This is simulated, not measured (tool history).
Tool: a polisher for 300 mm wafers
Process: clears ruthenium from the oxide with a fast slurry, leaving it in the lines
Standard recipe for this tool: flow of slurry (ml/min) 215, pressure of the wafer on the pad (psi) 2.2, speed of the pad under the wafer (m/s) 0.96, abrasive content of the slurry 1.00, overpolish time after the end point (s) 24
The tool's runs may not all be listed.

run	hour	flow of slurry (ml/min)	pressure of the wafer on the pad (psi)	speed of the pad under the wafer (m/s)	abrasive content of the slurry	overpolish time after the end point (s)	wafers since the last listed run	wafers polished on this pad	hours since the slurry nozzle was cleaned	hours since the head pressure was calibrated	hours since the slurry blender was calibrated	incoming thickness of the incoming film, nm	time until the end point was called (s)	dishing of a wide line in a test structure (angstrom)
1	0.0	230	2.2	0.96	1.00	34	0	1220	809.8	48.1	361.9	247.9	92.5	641
# hour 28.7: slurry blender recalibrated
2	30.3	230	2.2	0.96	1.00	34	205	1426	840.1	78.4	1.6	250.7	93.1	651
3	46.5	215	2.2	0.82	1.10	24	117	1544	856.3	94.6	17.8	254.1	109.6	433
4	59.1	215	2.2	0.96	1.00	24	91	1636	868.9	107.2	30.4	246.3	88.2	476
# hour 63.5: worn pad replaced by a new one
5	92.2	215	2.2	0.96	1.00	14	211	208	902.0	140.3	63.5	249.1	82.7	322
6	108.6	215	2.2	0.96	1.00	24	119	328	918.4	156.7	79.9	251.0	85.2	517
7	122.3	150	2.2	0.76	1.20	19	99	427	932.1	170.4	93.6	252.1	103.6	355
# hour 194.8: slurry nozzle cleaned
8	195.3	170	2.7	0.96	0.90	24	523	951	0.5	243.4	166.6	245.3	81.8	535
9	209.4	215	2.2	0.96	1.00	24	102	1054	14.6	257.5	180.7	251.9	91.5	495
10	226.0	215	2.2	0.78	1.00	17	120	1174	31.2	274.1	197.3	248.2	109.1	299
11	252.0	215	1.8	1.22	1.25	11	189	1363	57.2	300.1	223.3	247.1	72.2	293
12	286.2	215	2.2	0.96	1.00	24	248	1612	91.4	334.3	257.5	248.0	88.7	489
# hour 293.9: worn pad replaced by a new one
13	321.7	145	2.2	0.96	1.00	24	229	202	126.9	369.8	293.0	247.1	86.2	529
# hour 334.3: head pressure recalibrated
14	340.9	215	2.2	0.96	1.00	12	125	327	146.1	6.6	312.2	248.9	87.9	269
15	370.9	180	1.8	0.96	0.75	24	218	545	176.1	36.6	342.2	251.0	116.7	395
# hour 389.6: slurry blender recalibrated
16	395.9	215	2.2	0.96	1.00	24	167	712	201.1	61.6	6.3	252.4	92.8	498
17	420.5	215	2.9	0.96	1.00	28	178	891	225.7	86.2	30.9	246.6	77.6	645
18	449.0	215	2.2	0.96	1.00	34	207	1099	254.2	114.7	59.4	247.3	88.2	670
19	472.0	215	2.7	0.96	1.00	15	167	1266	277.2	137.7	82.4	252.3	80.9	369

The next listed run, before its measurement:
20	484.1	150	2.5	0.82	1.00	24	87	1354	289.3	149.8	94.5	247.4	?	?

{"run 20": {"time until the end point was called (s)": 99.6, "dishing of a wide line in a test structure (angstrom)": 444}}
If the tool had no hidden condition, the same run with the same run-to-run variation would have returned time until the end point was called (s) 91.7, dishing of a wide line in a test structure (angstrom) 477.

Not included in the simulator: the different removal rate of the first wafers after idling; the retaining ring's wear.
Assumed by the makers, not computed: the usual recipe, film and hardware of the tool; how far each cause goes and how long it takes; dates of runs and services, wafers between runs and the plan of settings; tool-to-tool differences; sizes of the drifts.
